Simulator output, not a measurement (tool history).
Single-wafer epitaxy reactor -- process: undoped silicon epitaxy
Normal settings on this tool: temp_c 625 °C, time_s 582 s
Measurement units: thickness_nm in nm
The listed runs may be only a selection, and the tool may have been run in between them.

run	hour	temp_c	time_s	wafers since the last listed run	hours since the last pyrometer calibration	hours since the gauge calibration	read-back reference wafer on the same gauge, thickness_nm	thickness_nm
1	0.0	625	553	0	979.9	62.2	48.164	46.709
2	7.9	625	553	35	987.8	70.1	48.156	46.536
3	19.5	625	649	51	999.4	81.7	48.174	54.764
4	35.8	625	649	72	1015.7	98.0	48.206	54.659
5	46.8	625	649	48	1026.7	109.0	48.215	54.820
6	62.2	635	582	68	1042.1	124.4	48.198	63.382
7	74.9	635	582	56	1054.8	137.1	48.242	63.677
8	85.8	625	582	48	1065.7	148.0	48.223	49.002
9	96.6	625	582	47	1076.5	158.8	48.220	48.836
10	109.4	625	582	56	1089.3	171.6	48.229	48.865
# hour 119.3: pyrometer calibrated
11	126.8	625	666	41	7.5	189.0	48.221	60.676
# hour 127.2: gauge calibrated
12	137.9	625	666	49	18.6	10.7	48.198	60.107
13	148.8	631	480	48	29.5	21.6	48.190	50.669
14	163.7	638	520	66	44.4	36.5	48.211	65.308
15	172.1	625	582	37	52.8	44.9	48.216	52.118
16	188.0	633	490	70	68.7	60.8	48.227	54.228
17	197.1	636	466	40	77.8	69.9	48.191	55.116
18	203.7	625	531	29	84.4	76.5	48.165	47.541
19	215.1	638	620	50	95.8	87.9	48.237	77.660
20	229.2	620	582	62	109.9	102.0	48.205	45.483
21	240.6	625	582	50	121.3	113.4	48.159	51.459
22	254.6	625	582	62	135.3	127.4	48.220	51.799
23	266.9	617	618	54	147.6	139.7	48.206	44.102
24	283.0	625	479	71	163.7	155.8	48.236	42.267

Here are 4 independent what-if runs from the current tool condition. What would each one return?
A	283.6	625	582	2	164.3	156.4	?	?
B	283.6	612	657	2	164.3	156.4	?	?
C	283.6	630	485	2	164.3	156.4	?	?
D	283.6	640	582	2	164.3	156.4	?	?

run	read-back reference wafer on the same gauge, thickness_nm	thickness_nm
A	48.193	51.377
B	48.193	40.957
C	48.193	48.796
D	48.193	75.686
Stripped of hidden state, with their random variation kept, the same runs would have yielded:
run	thickness_nm
A	52.985
B	42.282
C	50.303
D	77.965
